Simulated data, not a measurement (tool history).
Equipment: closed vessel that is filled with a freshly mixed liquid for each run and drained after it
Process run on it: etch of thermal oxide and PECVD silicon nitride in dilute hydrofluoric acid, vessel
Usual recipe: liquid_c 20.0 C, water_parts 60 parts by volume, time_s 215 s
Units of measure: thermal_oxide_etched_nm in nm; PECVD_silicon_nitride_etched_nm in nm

| run | day | liquid_c | water_parts | time_s | wafers since the last listed run | hours since the thermometer was replaced | hours since the hydrofluoric acid flow meter was replaced | hours since the gauge calibration | read-back film thickness of the thermal oxide reference wafer, read on the same gauge (nm) | read-back film thickness of the PECVD silicon nitride reference wafer, read on the same gauge (nm) | thermal_oxide_etched_nm | PECVD_silicon_nitride_etched_nm |
|---|---|---|---|---|---|---|---|---|---|---|---|---|
| 1 | 0.000 | 23.5 | 60 | 215 | 0 | 716.7 | 2092.8 | 1833.8 | 120.01 | 139.99 | 16.13 | 6.11 |
| 2 | 1.075 | 20.0 | 60 | 265 | 1455 | 742.5 | 2118.6 | 1859.6 | 120.00 | 139.99 | 16.79 | 5.96 |
|  | 2.075 | thermometer replaced |
|  | 2.125 | gauge calibrated |
| 3 | 2.392 | 20.0 | 60 | 265 | 1725 | 7.6 | 2150.2 | 6.4 | 119.97 | 139.99 | 18.55 | 6.92 |
| 4 | 3.962 | 20.0 | 60 | 215 | 2126 | 45.3 | 2187.9 | 44.1 | 119.99 | 139.98 | 15.19 | 5.54 |
| 5 | 5.575 | 17.0 | 60 | 145 | 2182 | 84.0 | 2226.6 | 82.8 | 120.02 | 139.98 | 8.62 | 3.00 |
| 6 | 8.504 | 20.0 | 60 | 255 | 3964 | 154.3 | 2296.9 | 153.1 | 120.02 | 139.97 | 17.32 | 6.42 |
| 7 | 9.512 | 25.0 | 85 | 285 | 1364 | 178.5 | 2321.1 | 177.3 | 119.99 | 140.01 | 16.00 | 7.18 |
|  | 12.979 | hydrofluoric acid flow meter replaced |
| 8 | 13.538 | 20.0 | 75 | 215 | 5391 | 275.1 | 13.4 | 273.9 | 120.00 | 139.98 | 12.24 | 4.61 |
| 9 | 15.188 | 22.5 | 35 | 135 | 2233 | 314.7 | 53.0 | 313.5 | 120.00 | 139.99 | 19.20 | 7.16 |
| 10 | 17.538 | 20.0 | 40 | 215 | 3180 | 371.1 | 109.4 | 369.9 | 120.03 | 140.03 | 23.51 | 8.28 |
| 11 | 19.862 | 20.0 | 60 | 150 | 3147 | 426.9 | 165.2 | 425.7 | 119.99 | 140.01 | 10.61 | 3.80 |
| 12 | 21.083 | 20.0 | 60 | 215 | 1652 | 456.2 | 194.5 | 455.0 | 120.01 | 140.00 | 15.18 | 5.43 |
| 13 | 22.988 | 20.0 | 60 | 215 | 2577 | 501.9 | 240.2 | 500.7 | 120.01 | 140.01 | 14.93 | 5.37 |
| 14 | 25.729 | 17.0 | 60 | 250 | 3711 | 567.7 | 306.0 | 566.5 | 119.98 | 140.00 | 15.06 | 4.98 |
| 15 | 28.021 | 24.0 | 50 | 215 | 3101 | 622.7 | 361.0 | 621.5 | 120.00 | 140.00 | 21.13 | 8.27 |
| 16 | 30.133 | 20.0 | 60 | 95 | 2859 | 673.4 | 411.7 | 672.2 | 119.97 | 140.00 | 6.49 | 2.31 |

Estimate the outcome of run 17 from the log above:
| 17 | 32.979 | 24.0 | 50 | 115 | 3852 | 741.7 | 480.0 | 740.5 | ? | ? | ? | ? |

Run 17 came out at read-back film thickness of the thermal oxide reference wafer, read on the same gauge (nm) 119.99, read-back film thickness of the PECVD silicon nitride reference wafer, read on the same gauge (nm) 139.99, thermal_oxide_etched_nm 11.17 nm, PECVD_silicon_nitride_etched_nm 4.22 nm.
Take away the tool's hidden state, keep the run-to-run variation as it was, and the same run would have given thermal_oxide_etched_nm 12.63 nm, PECVD_silicon_nitride_etched_nm 5.10 nm.
